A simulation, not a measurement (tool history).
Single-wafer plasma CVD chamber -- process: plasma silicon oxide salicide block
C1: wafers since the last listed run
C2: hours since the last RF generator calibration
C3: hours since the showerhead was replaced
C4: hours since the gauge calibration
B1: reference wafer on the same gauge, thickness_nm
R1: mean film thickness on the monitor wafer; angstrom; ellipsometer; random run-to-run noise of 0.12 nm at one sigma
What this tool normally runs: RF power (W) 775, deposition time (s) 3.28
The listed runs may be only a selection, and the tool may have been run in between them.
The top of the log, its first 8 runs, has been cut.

Run 9, day 20.750: usual settings but deposition time (s) 3.10; C1 2205; C2 822.0; C3 1983.2; C4 101.4; B1 30.824. Result: R1 356.82 angstrom.
Run 10, day 24.338: usual settings but deposition time (s) 3.10; C1 2640; C2 908.1; C3 2069.3; C4 187.5; B1 30.820. Result: R1 357.99 angstrom.
Run 11, day 27.188: usual settings but RF power (W) 700; C1 2097; C2 976.5; C3 2137.7; C4 255.9; B1 30.807. Result: R1 363.59 angstrom.
Run 12, day 31.296: usual settings but RF power (W) 870, deposition time (s) 2.85; C1 3024; C2 1075.1; C3 2236.3; C4 354.5; B1 30.788. Result: R1 338.79 angstrom.
Run 13, day 34.108: usual settings but RF power (W) 730; C1 2070; C2 1142.6; C3 2303.8; C4 422.0; B1 30.817. Result: R1 369.49 angstrom.
Run 14, day 36.579: usual settings but RF power (W) 730; C1 1818; C2 1201.9; C3 2363.1; C4 481.3; B1 30.827. Result: R1 369.59 angstrom.
Run 15, day 38.867: usual settings but RF power (W) 730; C1 1683; C2 1256.8; C3 2418.0; C4 536.2; B1 30.801. Result: R1 367.93 angstrom.
Run 16, day 42.688: usual settings but RF power (W) 690, deposition time (s) 3.47; C1 2812; C2 1348.5; C3 2509.7; C4 627.9; B1 30.801. Result: R1 382.24 angstrom.
Run 17, day 44.617: usual settings but RF power (W) 735; C1 1420; C2 1394.8; C3 2556.0; C4 674.2; B1 30.781. Result: R1 369.75 angstrom.
Run 18, day 48.058: usual settings but RF power (W) 870, deposition time (s) 3.62; C1 2533; C2 1477.4; C3 2638.6; C4 756.8; B1 30.815. Result: R1 427.24 angstrom.
Run 19, day 51.892: usual settings but deposition time (s) 2.70; C1 2821; C2 1569.4; C3 2730.6; C4 848.8; B1 30.822. Result: R1 308.01 angstrom.
Run 20, day 53.704: usual settings but RF power (W) 670, deposition time (s) 2.69; C1 1334; C2 1612.9; C3 2774.1; C4 892.3; B1 30.788. Result: R1 292.95 angstrom.
At day 55.246: RF generator calibrated.
Run 21, day 57.296: usual settings; C1 2398; C2 49.2; C3 2860.3; C4 978.5; B1 30.813. Result: R1 366.43 angstrom.
Run 22, day 61.071: usual settings but RF power (W) 880; C1 2778; C2 139.8; C3 2950.9; C4 1069.1; B1 30.799. Result: R1 384.45 angstrom.
Run 23, day 63.217: usual settings but RF power (W) 720, deposition time (s) 2.67; C1 1579; C2 191.3; C3 3002.4; C4 1120.6; B1 30.814. Result: R1 291.96 angstrom.
At day 64.233: gauge calibrated.
At day 64.296: showerhead replaced.
Run 24, day 66.042: usual settings; C1 1834; C2 259.1; C3 41.9; C4 43.4; B1 30.817. Result: R1 365.93 angstrom.
Run 25, day 68.892: usual settings but RF power (W) 915, deposition time (s) 2.75; C1 2097; C2 327.5; C3 110.3; C4 111.8; B1 30.772. Result: R1 322.32 angstrom.
Run 26, day 70.683: usual settings but RF power (W) 890, deposition time (s) 2.82; C1 1318; C2 370.5; C3 153.3; C4 154.8; B1 30.785. Result: R1 330.17 angstrom.
Run 27, day 73.496: usual settings but RF power (W) 630, deposition time (s) 2.65; C1 2070; C2 438.0; C3 220.8; C4 222.3; B1 30.790. Result: R1 279.63 angstrom.
At day 75.679: RF generator calibrated, repeated, since the last time left the tool worse.
Run 28, day 76.638: usual settings but RF power (W) 690, deposition time (s) 2.64; C1 2067; C2 23.0; C3 296.2; C4 297.7; B1 30.763. Result: R1 295.15 angstrom.
Run 29, day 79.379: usual settings; C1 2018; C2 88.8; C3 362.0; C4 363.5; B1 30.797. Result: R1 379.01 angstrom.
Run 30, day 83.496: usual settings but RF power (W) 720, deposition time (s) 2.74; C1 3030; C2 187.6; C3 460.8; C4 462.3; B1 30.794. Result: R1 310.19 angstrom.
Run 31, day 86.829: usual settings but RF power (W) 730, deposition time (s) 3.06; C1 2453; C2 267.6; C3 540.8; C4 542.3; B1 30.829. Result: R1 347.53 angstrom.
Run 32, day 88.825: usual settings but deposition time (s) 2.80; C1 1469; C2 315.5; C3 588.7; C4 590.2; B1 30.810. Result: R1 322.16 angstrom.
Run 33, day 91.575: usual settings but RF power (W) 685, deposition time (s) 2.68; C1 2024; C2 381.5; C3 654.7; C4 656.2; B1 30.810. Result: R1 298.53 angstrom.

5 ways to go on from here, each from the tool as it stands after run 33. What would each give?
Run A, day 91.592: usual settings; C1 12; C2 381.9; C3 655.1; C4 656.6; B1 ?. Result: R1 ?.
Run B, day 91.592: usual settings but deposition time (s) 2.96; C1 12; C2 381.9; C3 655.1; C4 656.6; B1 ?. Result: R1 ?.
Run C, day 91.592: usual settings but RF power (W) 875; C1 12; C2 381.9; C3 655.1; C4 656.6; B1 ?. Result: R1 ?.
Run D, day 91.592: usual settings but deposition time (s) 3.72; C1 12; C2 381.9; C3 655.1; C4 656.6; B1 ?. Result: R1 ?.
Run E, day 91.592: usual settings but RF power (W) 835, deposition time (s) 3.79; C1 12; C2 381.9; C3 655.1; C4 656.6; B1 ?. Result: R1 ?.

run      B1      R1
  A  30.815  377.06
  B  30.815  340.28
  C  30.815  391.59
  D  30.815  427.64
  E  30.815  445.94
With no hidden state in the tool, these same runs would have given:
run      R1
  A  378.73
  B  341.78
  C  393.32
  D  429.54
  E  447.91
